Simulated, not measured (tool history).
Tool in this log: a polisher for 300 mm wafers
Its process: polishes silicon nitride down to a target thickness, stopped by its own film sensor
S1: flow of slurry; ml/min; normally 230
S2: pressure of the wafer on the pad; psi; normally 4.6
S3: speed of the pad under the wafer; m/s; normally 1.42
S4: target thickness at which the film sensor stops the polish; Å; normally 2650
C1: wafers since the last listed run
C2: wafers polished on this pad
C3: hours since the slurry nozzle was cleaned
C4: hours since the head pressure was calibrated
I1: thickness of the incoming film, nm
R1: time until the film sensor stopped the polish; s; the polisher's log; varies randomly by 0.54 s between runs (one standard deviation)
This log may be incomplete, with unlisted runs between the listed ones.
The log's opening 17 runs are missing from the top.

{"run": 18, "hour": 782.0, "S1": 185, "S2": 4.6, "S3": 1.42, "S4": 2650, "C1": 240, "C2": 883, "C3": 112.5, "C4": 179.2, "I1": 445.6, "R1": 64.0}
{"run": 19, "hour": 842.4, "S1": 165, "S2": 4.6, "S3": 1.42, "S4": 3210, "C1": 567, "C2": 1450, "C3": 172.9, "C4": 239.6, "I1": 454.7, "R1": 49.7}
{"run": 20, "hour": 881.0, "S1": 185, "S2": 4.6, "S3": 1.82, "S4": 2360, "C1": 362, "C2": 1812, "C3": 211.5, "C4": 278.2, "I1": 458.6, "R1": 71.7}
{"run": 21, "hour": 956.8, "S1": 205, "S2": 5.5, "S3": 1.42, "S4": 3070, "C1": 711, "C2": 2524, "C3": 287.3, "C4": 354.0, "I1": 449.3, "R1": 43.1}
{"run": 22, "hour": 1011.5, "S1": 155, "S2": 4.6, "S3": 1.24, "S4": 2650, "C1": 513, "C2": 3037, "C3": 342.0, "C4": 408.7, "I1": 445.2, "R1": 74.3}
{"hour": 1052.9, "done": "worn pad replaced by a new one"}
{"run": 23, "hour": 1057.9, "S1": 230, "S2": 4.6, "S3": 1.42, "S4": 2230, "C1": 398, "C2": 46, "C3": 388.4, "C4": 455.1, "I1": 458.3, "R1": 84.1}
{"run": 24, "hour": 1124.7, "S1": 230, "S2": 4.6, "S3": 1.42, "S4": 2650, "C1": 627, "C2": 673, "C3": 455.2, "C4": 521.9, "I1": 443.3, "R1": 64.5}
{"hour": 1170.9, "done": "slurry nozzle cleaned"}
{"run": 25, "hour": 1179.6, "S1": 255, "S2": 4.6, "S3": 1.42, "S4": 3170, "C1": 505, "C2": 1179, "C3": 8.7, "C4": 576.8, "I1": 444.6, "R1": 43.0}
{"run": 26, "hour": 1210.6, "S1": 230, "S2": 4.6, "S3": 1.42, "S4": 2650, "C1": 291, "C2": 1471, "C3": 39.7, "C4": 607.8, "I1": 456.4, "R1": 64.9}
{"run": 27, "hour": 1250.4, "S1": 230, "S2": 5.0, "S3": 1.16, "S4": 2650, "C1": 373, "C2": 1844, "C3": 79.5, "C4": 647.6, "I1": 450.9, "R1": 64.4}
{"run": 28, "hour": 1280.8, "S1": 230, "S2": 4.6, "S3": 1.42, "S4": 2650, "C1": 285, "C2": 2130, "C3": 109.9, "C4": 678.0, "I1": 442.8, "R1": 60.6}
{"run": 29, "hour": 1313.7, "S1": 230, "S2": 4.6, "S3": 1.42, "S4": 2650, "C1": 308, "C2": 2438, "C3": 142.8, "C4": 710.9, "I1": 447.1, "R1": 62.3}
{"run": 30, "hour": 1358.5, "S1": 280, "S2": 4.6, "S3": 1.42, "S4": 2650, "C1": 420, "C2": 2859, "C3": 187.6, "C4": 755.7, "I1": 442.6, "R1": 60.8}
{"run": 31, "hour": 1423.7, "S1": 230, "S2": 3.8, "S3": 1.22, "S4": 2130, "C1": 612, "C2": 3471, "C3": 252.8, "C4": 820.9, "I1": 450.8, "R1": 108.4}
{"hour": 1483.5, "done": "worn pad replaced by a new one"}
{"run": 32, "hour": 1484.0, "S1": 230, "S2": 4.6, "S3": 1.42, "S4": 2650, "C1": 528, "C2": 4, "C3": 313.1, "C4": 881.2, "I1": 446.8, "R1": 64.6}
{"run": 33, "hour": 1546.0, "S1": 230, "S2": 4.6, "S3": 1.42, "S4": 3050, "C1": 582, "C2": 586, "C3": 375.1, "C4": 943.2, "I1": 442.3, "R1": 48.6}
{"hour": 1587.9, "done": "slurry nozzle cleaned"}
{"run": 34, "hour": 1597.3, "S1": 230, "S2": 4.6, "S3": 1.42, "S4": 2650, "C1": 472, "C2": 1058, "C3": 9.4, "C4": 994.5, "I1": 453.2, "R1": 63.3}
{"run": 35, "hour": 1664.4, "S1": 230, "S2": 4.6, "S3": 1.42, "S4": 2650, "C1": 629, "C2": 1688, "C3": 76.5, "C4": 1061.6, "I1": 452.1, "R1": 64.3}
{"run": 36, "hour": 1727.7, "S1": 255, "S2": 4.6, "S3": 1.42, "S4": 3170, "C1": 594, "C2": 2282, "C3": 139.8, "C4": 1124.9, "I1": 454.0, "R1": 47.4}

Here are 5 independent what-if runs from the current tool condition. What would each one return?
{"run": "A", "hour": 1728.1, "S1": 230, "S2": 4.6, "S3": 1.42, "S4": 2650, "C1": 3, "C2": 2286, "C3": 140.2, "C4": 1125.3, "I1": 446.1, "R1": "?"}
{"run": "B", "hour": 1728.1, "S1": 230, "S2": 4.6, "S3": 1.42, "S4": 2220, "C1": 3, "C2": 2286, "C3": 140.2, "C4": 1125.3, "I1": 446.1, "R1": "?"}
{"run": "C", "hour": 1728.1, "S1": 155, "S2": 6.0, "S3": 1.28, "S4": 2360, "C1": 3, "C2": 2286, "C3": 140.2, "C4": 1125.3, "I1": 446.1, "R1": "?"}
{"run": "D", "hour": 1728.1, "S1": 280, "S2": 5.8, "S3": 1.42, "S4": 2650, "C1": 3, "C2": 2286, "C3": 140.2, "C4": 1125.3, "I1": 446.1, "R1": "?"}
{"run": "E", "hour": 1728.1, "S1": 230, "S2": 4.6, "S3": 1.42, "S4": 3100, "C1": 3, "C2": 2286, "C3": 140.2, "C4": 1125.3, "I1": 446.1, "R1": "?"}

run=A R1=62.8
run=B R1=77.7
run=C R1=63.0
run=D R1=48.5
run=E R1=47.2
Had the tool no hidden state, the same runs would have come out as:
run=A R1=61.8
run=B R1=76.5
run=C R1=61.5
run=D R1=47.9
run=E R1=46.5
